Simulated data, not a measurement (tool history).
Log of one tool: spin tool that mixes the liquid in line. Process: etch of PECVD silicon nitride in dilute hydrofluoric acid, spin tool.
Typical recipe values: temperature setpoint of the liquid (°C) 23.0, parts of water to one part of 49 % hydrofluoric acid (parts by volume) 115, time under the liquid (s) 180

run	hour	temperature setpoint of the liquid (°C)	parts of water to one part of 49 % hydrofluoric acid (parts by volume)	time under the liquid (s)	wafers since the last listed run	hours since the thermometer was replaced	hours since the hydrofluoric acid flow meter was replaced	hours since the gauge calibration	read-back film thickness of the PECVD silicon nitride reference wafer, read on the same gauge (nm)	thickness taken off the PECVD silicon nitride on a monitor wafer (angstrom)
1	0.0	25.5	160	180	0	1143.8	1857.8	113.2	139.96	60.5
2	10.4	25.5	160	180	100	1154.2	1868.2	123.6	139.99	59.3
3	22.7	25.5	160	180	118	1166.5	1880.5	135.9	140.06	60.7
4	30.2	23.0	115	180	72	1174.0	1888.0	143.4	140.01	71.0
5	40.0	23.0	115	180	94	1183.8	1897.8	153.2	140.02	70.7
6	48.8	27.0	115	180	84	1192.6	1906.6	162.0	140.03	91.8
7	60.1	27.0	115	180	108	1203.9	1917.9	173.3	139.99	91.7
8	73.4	27.0	115	180	127	1217.2	1931.2	186.6	140.00	91.0
9	80.2	23.0	130	180	65	1224.0	1938.0	193.4	140.02	63.2
10	92.8	23.0	130	180	121	1236.6	1950.6	206.0	139.97	62.6
11	103.8	23.0	115	180	105	1247.6	1961.6	217.0	139.99	70.5
# hour 133.6: hydrofluoric acid flow meter replaced
12	156.2	23.0	115	180	494	1300.0	22.6	269.4	139.94	82.2
13	167.4	23.0	115	180	107	1311.2	33.8	280.6	140.00	81.4
14	173.7	23.0	115	180	60	1317.5	40.1	286.9	140.00	82.4
15	186.9	23.0	115	180	126	1330.7	53.3	300.1	140.00	81.8
16	197.9	18.5	135	110	105	1341.7	64.3	311.1	139.99	31.6
17	209.8	23.0	60	215	114	1353.6	76.2	323.0	139.98	185.5
18	219.8	23.0	115	180	96	1363.6	86.2	333.0	140.00	81.0
# hour 221.8: gauge calibrated
19	234.7	28.0	165	130	143	1378.5	101.1	12.9	140.04	56.8
# hour 247.6: thermometer replaced
20	248.1	23.0	115	180	119	0.5	114.5	26.3	139.97	81.3
21	264.7	23.0	115	180	159	17.1	131.1	42.9	139.97	81.2
22	271.3	23.0	115	180	63	23.7	137.7	49.5	139.99	82.3
23	281.6	23.0	115	120	99	34.0	148.0	59.8	140.04	54.7
24	290.3	20.0	65	70	83	42.7	156.7	68.5	139.99	45.1
25	305.0	23.0	175	110	141	57.4	171.4	83.2	139.99	32.9
26	322.0	23.0	115	180	163	74.4	188.4	100.2	140.03	81.7
27	331.1	20.5	130	135	87	83.5	197.5	109.3	140.02	45.5
28	339.9	23.0	155	215	84	92.3	206.3	118.1	139.98	71.9
29	351.1	23.0	160	275	107	103.5	217.5	129.3	139.99	89.5

The tool's hidden state at each run:
liquid colder than its thermometer reads (K): 0 on each run
gauge reads high (%): 0 on each run
H1: hydrofluoric acid flow below the setpoint (%)
run	H1
1	14.1
2	14.2
3	14.2
4	14.3
5	14.4
6	14.4
7	14.5
8	14.6
9	14.6
10	14.7
11	14.8
12	0.506
13	0.583
14	0.626
15	0.717
16	0.792
17	0.874
18	0.942
19	1.04
20	1.14
21	1.25
22	1.3
23	1.37
24	1.43
25	1.53
26	1.64
27	1.7
28	1.77
29	1.84

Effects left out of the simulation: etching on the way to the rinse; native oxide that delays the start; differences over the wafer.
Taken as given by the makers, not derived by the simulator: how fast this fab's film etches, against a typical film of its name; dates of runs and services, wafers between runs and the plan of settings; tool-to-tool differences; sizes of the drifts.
